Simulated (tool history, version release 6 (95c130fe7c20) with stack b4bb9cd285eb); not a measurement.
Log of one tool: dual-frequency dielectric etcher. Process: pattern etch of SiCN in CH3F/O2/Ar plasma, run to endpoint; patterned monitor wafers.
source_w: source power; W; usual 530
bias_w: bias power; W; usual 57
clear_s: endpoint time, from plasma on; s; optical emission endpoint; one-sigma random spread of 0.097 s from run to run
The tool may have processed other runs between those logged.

run	hour	source_w	bias_w	wafers since the last listed run	hours since the last wet clean	hours since the last source power generator calibration	hours since the last bias power generator calibration	hours since the last upper electrode change	incoming incoming film thickness, nm	clear_s
1	0	530	57	0	119.9	1916.7	2102.2	4888.8	9.61	23.2
2	7.8	530	47	104	127.7	1924.5	2110	4896.6	9.51	24.1
3	19.7	530	47	159	139.6	1936.4	2121.9	4908.5	9.47	23.9
4	29.1	530	47	125	149	1945.8	2131.3	4917.9	9.52	24
5	37.7	530	57	115	157.6	1954.4	2139.9	4926.5	9.58	23.2
6	47.7	530	57	133	167.6	1964.4	2149.9	4936.5	9.45	22.6
7	56	530	57	111	175.9	1972.7	2158.2	4944.8	9.53	23
8	71.7	530	57	210	191.6	1988.4	2173.9	4960.5	9.5	22.8
# hour 102.9: upper electrode replaced
9	103.4	530	57	103	223.3	2020.1	2205.6	0.5	9.5	22.8
10	103.7	530	57	4	223.6	2020.4	2205.9	0.8	9.48	22.8
# hour 113.9: source power generator calibrated
11	114.4	530	57	89	234.3	0.5	2216.6	11.5	9.5	22.8
12	129.1	590	57	196	249	15.2	2231.3	26.2	9.46	21.8
13	146.9	620	57	238	266.8	33	2249.1	44	9.55	21.4
14	162	530	57	202	281.9	48.1	2264.2	59.1	9.44	22.5
15	175.8	530	57	184	295.7	61.9	2278	72.9	9.49	22.7
16	186.7	460	57	146	306.6	72.8	2288.9	83.8	9.44	23.9
17	201.2	580	53	194	321.1	87.3	2303.4	98.3	9.5	22.3
18	209.2	650	63	107	329.1	95.3	2311.4	106.3	9.55	20.6
19	219.8	530	57	142	339.7	105.9	2322	116.9	9.6	22.9
20	230.2	600	68	139	350.1	116.3	2332.4	127.3	9.52	20.5
21	247.5	530	68	231	367.4	133.6	2349.7	144.6	9.58	22
22	253.7	530	57	83	373.6	139.8	2355.9	150.8	9.44	22.5

Run 23 has not been measured yet. What should we expect?
# hour 285.3: wet clean of the chamber
23	285.8	530	57	108	0.5	171.9	2388	182.9	9.55	?

Run 23 gave clear_s 23.4 s.
Minus the tool's unlogged condition, the same run would have read clear_s 23.4 s.
